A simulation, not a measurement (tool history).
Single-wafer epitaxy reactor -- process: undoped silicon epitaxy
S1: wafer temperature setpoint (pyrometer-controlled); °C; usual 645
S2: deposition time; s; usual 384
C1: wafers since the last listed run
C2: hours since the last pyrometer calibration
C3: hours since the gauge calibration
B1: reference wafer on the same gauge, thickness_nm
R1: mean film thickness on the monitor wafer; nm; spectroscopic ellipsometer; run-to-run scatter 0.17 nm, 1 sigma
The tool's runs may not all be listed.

run	day	S1	S2	C1	C2	C3	B1	R1
1	0	641	426	0	1394.6	1135.3	72.052	65.527
# day 2.762: gauge calibrated
2	2.912	641	426	308	1464.5	3.6	72.003	65.49
3	4.204	641	426	136	1495.5	34.6	71.976	65.604
4	6.483	645	384	241	1550.2	89.3	72.002	64.7
5	8.692	645	384	233	1603.2	142.3	72.035	64.358
6	9.783	645	384	115	1629.4	168.5	71.996	64.546
7	12.383	638	384	275	1691.8	230.9	72.008	55.207
8	13.438	637	384	111	1717.1	256.2	72.008	54.303
9	15.483	637	384	216	1766.2	305.3	72.003	54.425
10	17.108	637	384	171	1805.2	344.3	72.037	54.064
11	18.775	654	384	176	1845.2	384.3	71.931	79.149
12	19.967	654	384	126	1873.8	412.9	72.042	78.882
13	21.1	645	428	119	1901	440.1	71.979	72.842
14	23.704	645	428	275	1963.5	502.6	72.018	72.996
15	26.521	645	428	297	2031.1	570.2	72.062	72.955
16	28.638	645	384	223	2081.9	621	72.025	65.512
17	31.454	645	384	297	2149.5	688.6	71.986	65.668
# day 32.862: pyrometer calibrated
18	36.675	634	405	517	91.5	813.9	71.972	52.738
19	39.633	645	348	312	162.5	884.9	71.988	57.722
20	42.021	640	413	252	219.8	942.2	72.066	61.449
21	43.562	645	384	163	256.8	979.2	71.97	63.584
22	46.033	658	421	261	316.1	1038.5	72.012	92.971
23	47.108	645	384	113	341.9	1064.3	72.004	63.791
# day 48.146: gauge calibrated
24	48.542	641	426	151	376.3	9.5	71.965	64.818
25	50.196	645	365	175	416	49.2	71.93	60.512
26	52.267	634	320	219	465.7	98.9	71.994	41.653
27	54.254	645	384	210	513.4	146.6	72.013	63.671
28	56.821	656	384	271	575	208.2	72.026	81.256
29	58.983	641	404	228	626.9	260.1	71.995	61.748
30	60.65	634	307	176	666.9	300.1	71.989	39.949
31	67.733	658	441	749	836.9	470.1	72.018	97.257
32	69.062	645	330	140	868.8	502	71.982	54.828
33	70.462	631	406	148	902.4	535.6	72.04	49.484
34	73.267	640	352	296	969.7	602.9	71.979	52.837

Describe how what the log doesn't record of the tool's condition differs between the last listed run preceding each entry between runs and the first listed run following it.
In the gap between runs 1 and 2: gauge calibrated (day 2.762)
  wafer temperature above the value expected at the setpoint (K): 0.613 -> 0.669
  measured result minus the result with no hidden state, R1: +0.889 -> +0.969 nm
In the gap between runs 17 and 18: pyrometer calibrated (day 32.862)
  wafer temperature above the value expected at the setpoint (K): 1.35 -> 0.182
  measured result minus the result with no hidden state, R1: +1.934 -> +0.217 nm
In the gap between runs 23 and 24: gauge calibrated (day 48.146)
  wafer temperature above the value expected at the setpoint (K): 0.212 -> 0.219
  measured result minus the result with no hidden state, R1: +0.298 -> +0.316 nm
